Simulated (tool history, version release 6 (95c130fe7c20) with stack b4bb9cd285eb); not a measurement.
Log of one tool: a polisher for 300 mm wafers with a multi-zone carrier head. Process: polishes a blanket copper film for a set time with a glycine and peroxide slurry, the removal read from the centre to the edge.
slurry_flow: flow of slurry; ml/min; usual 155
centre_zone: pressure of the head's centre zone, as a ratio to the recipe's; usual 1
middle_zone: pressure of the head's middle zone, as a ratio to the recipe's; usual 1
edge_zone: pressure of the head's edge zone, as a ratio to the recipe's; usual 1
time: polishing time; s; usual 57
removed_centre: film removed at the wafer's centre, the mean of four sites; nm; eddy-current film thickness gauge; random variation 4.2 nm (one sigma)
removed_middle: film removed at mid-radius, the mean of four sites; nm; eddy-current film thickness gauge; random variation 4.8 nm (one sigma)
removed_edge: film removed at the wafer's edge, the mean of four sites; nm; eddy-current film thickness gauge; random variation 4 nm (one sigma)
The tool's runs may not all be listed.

run,hour,slurry_flow,centre_zone,middle_zone,edge_zone,time,wafers since the last listed run,wafers polished on this pad,hours since the slurry nozzle was cleaned,hours since the centre zone pressure was calibrated,hours since the edge zone pressure was calibrated,hours since the carrier head's membrane was replaced,"incoming thickness of the incoming film, nm",removed_centre,removed_middle,removed_edge
1,0,185,1,0.96,1,57,0,4059,399.2,164.9,463.4,356.8,1017.5,418.4,420.9,417.4
2,85.2,155,1,0.92,1,57,842,4901,484.4,250.1,548.6,442,1028.8,400.4,384.2,408.2
3,168.9,155,1.05,1,1,57,827,5728,568.1,333.8,632.3,525.7,1022.4,412.3,396.1,402.9
4,253.1,155,1,1,1,57,832,6561,652.3,418,716.5,609.9,1044.6,399.5,393.1,400.9
# hour 338: slurry nozzle cleaned
5,359.7,115,1,1,1.06,42,1043,7605,21.7,524.6,823.1,716.5,1037.6,282.8,277.3,297
6,429,155,1,1.07,1,41,685,8290,91,593.9,892.4,785.8,1027.2,294.5,307.8,293.4
# hour 438.9: edge zone pressure recalibrated
# hour 493.1: worn pad replaced by a new one
7,511.6,120,1,1,1,57,757,183,173.6,676.5,72.7,868.4,1030.3,381.8,381.5,388.4
8,614.3,205,1,1,1,57,1015,1198,276.3,779.2,175.4,971.1,1026,431.9,421.1,430.7
9,661.8,155,1.08,1.06,1,57,469,1667,323.8,826.7,222.9,1018.6,1043.4,422.3,418.1,411.4
10,752.1,155,1,1.05,1,57,892,2560,414.1,917,313.2,1108.9,1022.5,409.8,407.1,404.5
# hour 967.7: centre zone pressure recalibrated
11,1034.2,155,1,1,1,57,2768,5329,696.2,66.5,595.3,1391,1028.5,387.5,396.6,398.3
# hour 1039.5: carrier head's membrane replaced by a new one
# hour 1098.7: slurry nozzle cleaned
12,1120.6,125,0.93,1,1.04,57,794,6123,21.9,152.9,681.7,81.1,1040.3,377.8,392.7,413.6
13,1166.8,155,1,1,1,57,456,6580,68.1,199.1,727.9,127.3,1015.3,416.9,423.9,412.1
# hour 1171.6: worn pad replaced by a new one
14,1271.6,155,1,0.89,0.96,57,996,988,172.9,303.9,832.7,232.1,1036.9,417.3,384.5,392.7
# hour 1319.9: edge zone pressure recalibrated
15,1347.5,155,1,1,1,57,730,1719,248.8,379.8,27.6,308,1015.1,412.4,412.7,405.7
16,1404.9,205,0.9,1,1,65,567,2286,306.2,437.2,85,365.4,1038.9,466.6,482.4,483.8
17,1524.9,155,1,1,1,57,1186,3472,426.2,557.2,205,485.4,1025.7,403.1,407.2,399.7
18,1626.2,155,1,1,1,46,1001,4474,527.5,658.5,306.3,586.7,1041.5,326.8,328.4,331.5
19,1690.3,155,1,0.89,1,57,633,5107,591.6,722.6,370.4,650.8,1030.4,395.4,372.1,398.6
# hour 1904.2: slurry nozzle cleaned
# hour 1957.8: worn pad replaced by a new one
20,2012.7,205,1,1,1.1,57,3137,542,108.5,1045,692.8,973.2,1025.1,429.2,428.3,451.2
21,2104.9,120,1,1.08,1,57,911,1454,200.7,1137.2,785,1065.4,1025.1,380.3,389,390.2
# hour 2128.5: edge zone pressure recalibrated
22,2147.9,140,1,1.04,0.95,39,405,1859,243.7,1180.2,19.4,1108.4,1031.7,273.6,274.2,265.2

Forecast each of these 4 alternatives for the next run:
A,2148.3,155,1,0.96,1,57,3,1863,244.1,1180.6,19.8,1108.8,1021.9,?,?,?
B,2148.3,175,0.96,1,1,57,3,1863,244.1,1180.6,19.8,1108.8,1021.9,?,?,?
C,2148.3,155,1.09,1,1,57,3,1863,244.1,1180.6,19.8,1108.8,1021.9,?,?,?
D,2148.3,120,1,1,1,71,3,1863,244.1,1180.6,19.8,1108.8,1021.9,?,?,?

run,removed_centre,removed_middle,removed_edge
A,409.4,403.3,401.4
B,412.1,423,408.7
C,429.8,412.3,401.3
D,472.7,480.5,477
Without the tool's hidden state the same runs would have given:
run,removed_centre,removed_middle,removed_edge
A,418.3,411,406.9
B,419.9,430.2,413.7
C,439.1,420.2,406.8
D,486.4,492.6,485.2
